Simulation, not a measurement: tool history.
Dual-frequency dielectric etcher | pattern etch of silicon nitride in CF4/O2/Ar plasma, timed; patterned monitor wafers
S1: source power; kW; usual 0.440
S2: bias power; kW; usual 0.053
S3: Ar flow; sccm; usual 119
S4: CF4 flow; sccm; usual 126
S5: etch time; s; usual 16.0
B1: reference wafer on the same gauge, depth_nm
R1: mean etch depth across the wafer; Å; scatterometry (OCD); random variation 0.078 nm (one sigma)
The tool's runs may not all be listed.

Run 1, hour 0.0: usual settings; B1 24.71. Result: R1 301.9 Å.
Run 2, hour 17.2: usual settings; B1 24.69. Result: R1 302.6 Å.
Run 3, hour 30.2: usual settings; B1 24.70. Result: R1 304.4 Å.
Run 4, hour 37.5: usual settings; B1 24.69. Result: R1 305.5 Å.
Run 5, hour 48.6: usual settings but S3 111 sccm, S4 133 sccm; B1 24.72. Result: R1 308.0 Å.
At hour 56.9: bias power generator calibrated.
Run 6, hour 61.0: usual settings; B1 24.70. Result: R1 305.8 Å.
At hour 69.8: source power generator calibrated.
At hour 74.1: Ar flow controller replaced.
Run 7, hour 74.6: usual settings; B1 24.70. Result: R1 305.3 Å.
Run 8, hour 86.0: usual settings but S2 0.061 kW; B1 24.70. Result: R1 329.6 Å.
At hour 97.6: CF4 flow controller replaced.
Run 9, hour 98.5: usual settings but S5 13.5 s; B1 24.71. Result: R1 258.7 Å.
At hour 132.2: wet clean of the chamber.
Run 10, hour 132.7: usual settings; B1 24.72. Result: R1 291.7 Å.

The next listed run, before its measurement:
Run 11, hour 133.0: usual settings but S1 0.350 kW, S2 0.060 kW; B1 ?. Result: R1 ?.

B1: 24.69
R1: 249.8 Å
Without the tool's hidden state the same run would have given R1 248.8 Å.

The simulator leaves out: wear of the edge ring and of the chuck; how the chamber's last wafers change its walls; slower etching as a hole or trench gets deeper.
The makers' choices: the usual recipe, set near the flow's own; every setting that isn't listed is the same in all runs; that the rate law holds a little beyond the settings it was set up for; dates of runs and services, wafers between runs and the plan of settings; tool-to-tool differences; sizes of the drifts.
